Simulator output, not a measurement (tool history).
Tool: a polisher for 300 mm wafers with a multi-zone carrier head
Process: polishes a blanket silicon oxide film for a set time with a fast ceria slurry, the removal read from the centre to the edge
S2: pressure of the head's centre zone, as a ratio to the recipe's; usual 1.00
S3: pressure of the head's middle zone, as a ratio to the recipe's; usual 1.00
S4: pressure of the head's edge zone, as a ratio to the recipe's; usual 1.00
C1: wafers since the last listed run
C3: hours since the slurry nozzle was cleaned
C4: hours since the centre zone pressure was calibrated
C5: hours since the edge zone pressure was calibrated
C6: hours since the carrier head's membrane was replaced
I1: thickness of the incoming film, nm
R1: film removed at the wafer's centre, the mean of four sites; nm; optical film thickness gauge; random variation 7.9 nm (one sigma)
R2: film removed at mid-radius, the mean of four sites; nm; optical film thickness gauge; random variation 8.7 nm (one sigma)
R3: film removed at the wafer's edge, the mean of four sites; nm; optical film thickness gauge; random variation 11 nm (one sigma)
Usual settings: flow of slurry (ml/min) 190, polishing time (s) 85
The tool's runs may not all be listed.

run 1 hour=0.0 | flow_of_slurry_(ml/min)=190 S2=1.08 S3=1.00 S4=1.00 polishing_time_(s)=85 | C1=0 wafers_polished_on_this_pad=540 C3=11.5 C4=524.6 C5=513.7 C6=1149.6 | I1=2703.2 | R1=786.8 R2=693.9 R3=703.1
run 2 hour=50.4 | flow_of_slurry_(ml/min)=190 S2=1.00 S3=1.00 S4=1.00 polishing_time_(s)=85 | C1=356 wafers_polished_on_this_pad=896 C3=61.9 C4=575.0 C5=564.1 C6=1200.0 | I1=2698.2 | R1=677.6 R2=675.7 R3=683.8
run 3 hour=102.8 | flow_of_slurry_(ml/min)=190 S2=1.00 S3=1.00 S4=1.00 polishing_time_(s)=85 | C1=370 wafers_polished_on_this_pad=1266 C3=114.3 C4=627.4 C5=616.5 C6=1252.4 | I1=2673.5 | R1=653.6 R2=638.7 R3=655.6
-- hour=151.7 worn pad replaced by a new one
run 4 hour=172.8 | flow_of_slurry_(ml/min)=190 S2=1.04 S3=1.00 S4=1.00 polishing_time_(s)=104 | C1=466 wafers_polished_on_this_pad=149 C3=184.3 C4=697.4 C5=686.5 C6=1322.4 | I1=2692.2 | R1=920.6 R2=858.6 R3=874.6
run 5 hour=199.0 | flow_of_slurry_(ml/min)=190 S2=1.00 S3=1.00 S4=1.00 polishing_time_(s)=85 | C1=185 wafers_polished_on_this_pad=334 C3=210.5 C4=723.6 C5=712.7 C6=1348.6 | I1=2647.4 | R1=724.8 R2=716.1 R3=691.5
run 6 hour=267.3 | flow_of_slurry_(ml/min)=190 S2=1.00 S3=1.00 S4=1.00 polishing_time_(s)=96 | C1=482 wafers_polished_on_this_pad=817 C3=278.8 C4=791.9 C5=781.0 C6=1416.9 | I1=2660.4 | R1=796.6 R2=793.7 R3=791.3
run 7 hour=328.0 | flow_of_slurry_(ml/min)=190 S2=1.00 S3=1.00 S4=1.00 polishing_time_(s)=96 | C1=429 wafers_polished_on_this_pad=1246 C3=339.5 C4=852.6 C5=841.7 C6=1477.6 | I1=2690.3 | R1=749.9 R2=739.0 R3=721.1
-- hour=370.1 worn pad replaced by a new one
run 8 hour=392.7 | flow_of_slurry_(ml/min)=190 S2=1.00 S3=1.00 S4=1.00 polishing_time_(s)=96 | C1=429 wafers_polished_on_this_pad=159 C3=404.2 C4=917.3 C5=906.4 C6=1542.3 | I1=2677.8 | R1=834.1 R2=805.5 R3=807.1
-- hour=410.4 slurry nozzle cleaned
-- hour=419.2 centre zone pressure recalibrated
run 9 hour=447.4 | flow_of_slurry_(ml/min)=190 S2=1.00 S3=1.00 S4=1.00 polishing_time_(s)=85 | C1=365 wafers_polished_on_this_pad=525 C3=37.0 C4=28.2 C5=961.1 C6=1597.0 | I1=2647.4 | R1=715.5 R2=706.4 R3=682.4
run 10 hour=479.9 | flow_of_slurry_(ml/min)=145 S2=1.00 S3=1.00 S4=1.00 polishing_time_(s)=85 | C1=229 wafers_polished_on_this_pad=755 C3=69.5 C4=60.7 C5=993.6 C6=1629.5 | I1=2674.8 | R1=679.5 R2=675.2 R3=653.6
-- hour=580.0 worn pad replaced by a new one
-- hour=649.2 edge zone pressure recalibrated
run 11 hour=691.3 | flow_of_slurry_(ml/min)=190 S2=1.00 S3=1.00 S4=1.00 polishing_time_(s)=96 | C1=1451 wafers_polished_on_this_pad=772 C3=280.9 C4=272.1 C5=42.1 C6=1840.9 | I1=2665.2 | R1=788.5 R2=776.6 R3=775.8
-- hour=702.3 carrier head's membrane replaced by a new one
-- hour=787.3 worn pad replaced by a new one
run 12 hour=796.0 | flow_of_slurry_(ml/min)=190 S2=0.93 S3=1.07 S4=1.00 polishing_time_(s)=85 | C1=676 wafers_polished_on_this_pad=61 C3=385.6 C4=376.8 C5=146.8 C6=93.7 | I1=2681.3 | R1=682.7 R2=762.5 R3=709.0
-- hour=803.6 slurry nozzle cleaned
run 13 hour=827.1 | flow_of_slurry_(ml/min)=215 S2=0.89 S3=1.11 S4=0.91 polishing_time_(s)=85 | C1=212 wafers_polished_on_this_pad=274 C3=23.5 C4=407.9 C5=177.9 C6=124.8 | I1=2687.1 | R1=663.5 R2=795.2 R3=690.3
run 14 hour=862.6 | flow_of_slurry_(ml/min)=190 S2=1.00 S3=1.00 S4=1.00 polishing_time_(s)=85 | C1=250 wafers_polished_on_this_pad=525 C3=59.0 C4=443.4 C5=213.4 C6=160.3 | I1=2681.9 | R1=729.4 R2=692.5 R3=717.5
run 15 hour=907.2 | flow_of_slurry_(ml/min)=190 S2=1.00 S3=1.04 S4=1.10 polishing_time_(s)=85 | C1=315 wafers_polished_on_this_pad=840 C3=103.6 C4=488.0 C5=258.0 C6=204.9 | I1=2651.3 | R1=695.9 R2=712.6 R3=711.8

Run 16 comes next. What will it give?
-- hour=964.7 worn pad replaced by a new one
run 16 hour=1033.2 | flow_of_slurry_(ml/min)=150 S2=1.00 S3=1.00 S4=1.00 polishing_time_(s)=67 | C1=862 wafers_polished_on_this_pad=484 C3=229.6 C4=614.0 C5=384.0 C6=330.9 | I1=2714.7 | R1=? R2=? R3=?

R1: 552.7 nm
R2: 560.2 nm
R3: 539.2 nm
Without the tool's hidden state the same run would have given R1 562.9 nm, R2 570.6 nm, R3 549.2 nm.

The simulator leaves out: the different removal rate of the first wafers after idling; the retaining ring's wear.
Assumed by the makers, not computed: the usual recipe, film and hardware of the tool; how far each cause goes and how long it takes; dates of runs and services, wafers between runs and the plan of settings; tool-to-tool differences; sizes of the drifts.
